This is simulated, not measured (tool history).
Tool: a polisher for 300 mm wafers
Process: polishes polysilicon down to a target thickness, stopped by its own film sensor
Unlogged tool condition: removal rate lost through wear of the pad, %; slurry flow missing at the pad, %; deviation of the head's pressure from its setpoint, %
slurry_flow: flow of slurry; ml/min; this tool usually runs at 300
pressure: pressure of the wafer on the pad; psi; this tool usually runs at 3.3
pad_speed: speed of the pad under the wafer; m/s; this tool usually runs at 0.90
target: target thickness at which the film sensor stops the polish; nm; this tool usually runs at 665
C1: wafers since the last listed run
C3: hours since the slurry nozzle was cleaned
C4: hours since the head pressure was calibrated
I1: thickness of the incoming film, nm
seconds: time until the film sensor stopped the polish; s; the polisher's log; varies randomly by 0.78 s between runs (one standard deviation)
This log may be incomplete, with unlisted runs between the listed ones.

Run 1, day 0.000: usual settings; C1 0; wafers polished on this pad 1496; C3 215.3; C4 976.6; I1 1050.3. Result: seconds 47.2 s.
At day 0.967: slurry nozzle cleaned.
Run 2, day 1.112: usual settings; C1 288; wafers polished on this pad 1784; C3 3.5; C4 1003.3; I1 1059.7. Result: seconds 49.5 s.
Run 3, day 2.162: usual settings; C1 282; wafers polished on this pad 2066; C3 28.7; C4 1028.5; I1 1046.5. Result: seconds 48.0 s.
At day 3.488: worn pad replaced by a new one.
Run 4, day 3.508: usual settings; C1 317; wafers polished on this pad 5; C3 61.0; C4 1060.8; I1 1050.9. Result: seconds 45.5 s.
Run 5, day 5.588: usual settings; C1 559; wafers polished on this pad 565; C3 110.9; C4 1110.7; I1 1055.6. Result: seconds 46.5 s.
Run 6, day 7.808: usual settings; C1 597; wafers polished on this pad 1163; C3 164.2; C4 1164.0; I1 1049.6. Result: seconds 47.1 s.
Run 7, day 10.604: usual settings; C1 752; wafers polished on this pad 1915; C3 231.3; C4 1231.1; I1 1041.2. Result: seconds 47.0 s.
At day 10.675: slurry nozzle cleaned.
Run 8, day 13.571: usual settings; C1 787; wafers polished on this pad 2702; C3 69.5; C4 1302.3; I1 1053.6. Result: seconds 50.7 s.
At day 14.929: worn pad replaced by a new one.
Run 9, day 16.288: usual settings; C1 686; wafers polished on this pad 365; C3 134.7; C4 1367.5; I1 1053.2. Result: seconds 45.4 s.
At day 16.596: head pressure recalibrated.
Run 10, day 17.817: usual settings; C1 389; wafers polished on this pad 754; C3 171.4; C4 29.3; I1 1054.9. Result: seconds 47.4 s.
Run 11, day 19.667: usual settings; C1 497; wafers polished on this pad 1252; C3 215.8; C4 73.7; I1 1054.3. Result: seconds 47.3 s.
At day 22.483: slurry nozzle cleaned.
Run 12, day 22.500: usual settings; C1 751; wafers polished on this pad 2004; C3 0.4; C4 141.7; I1 1049.4. Result: seconds 48.5 s.
Run 13, day 24.529: usual settings but pad_speed 0.62 m/s; C1 546; wafers polished on this pad 2550; C3 49.1; C4 190.4; I1 1047.8. Result: seconds 74.0 s.
At day 25.612: worn pad replaced by a new one.
Run 14, day 26.817: usual settings but pressure 4.1 psi, pad_speed 0.68 m/s, target 584 nm; C1 570; wafers polished on this pad 323; C3 104.0; C4 245.3; I1 1055.4. Result: seconds 61.7 s.
Run 15, day 28.183: usual settings but slurry_flow 235 ml/min; C1 367; wafers polished on this pad 691; C3 136.8; C4 278.1; I1 1045.2. Result: seconds 46.5 s.
Run 16, day 31.038: usual settings but pressure 4.2 psi, target 537 nm; C1 768; wafers polished on this pad 1459; C3 205.3; C4 346.6; I1 1052.1. Result: seconds 50.9 s.
At day 33.046: slurry nozzle cleaned.
At day 35.438: worn pad replaced by a new one.
Run 17, day 35.846: usual settings but slurry_flow 270 ml/min, target 575 nm; C1 1238; wafers polished on this pad 110; C3 67.2; C4 462.0; I1 1031.5. Result: seconds 54.1 s.

Forecast run 18:
Run 18, day 38.279: usual settings but slurry_flow 350 ml/min, pressure 2.4 psi, pad_speed 1.18 m/s, target 770 nm; C1 654; wafers polished on this pad 765; C3 125.6; C4 520.4; I1 1048.4. Result: seconds ?.

Run 18 gave seconds 33.2 s.
The same run, on a tool lacking any hidden state, would have yielded seconds 32.4 s.
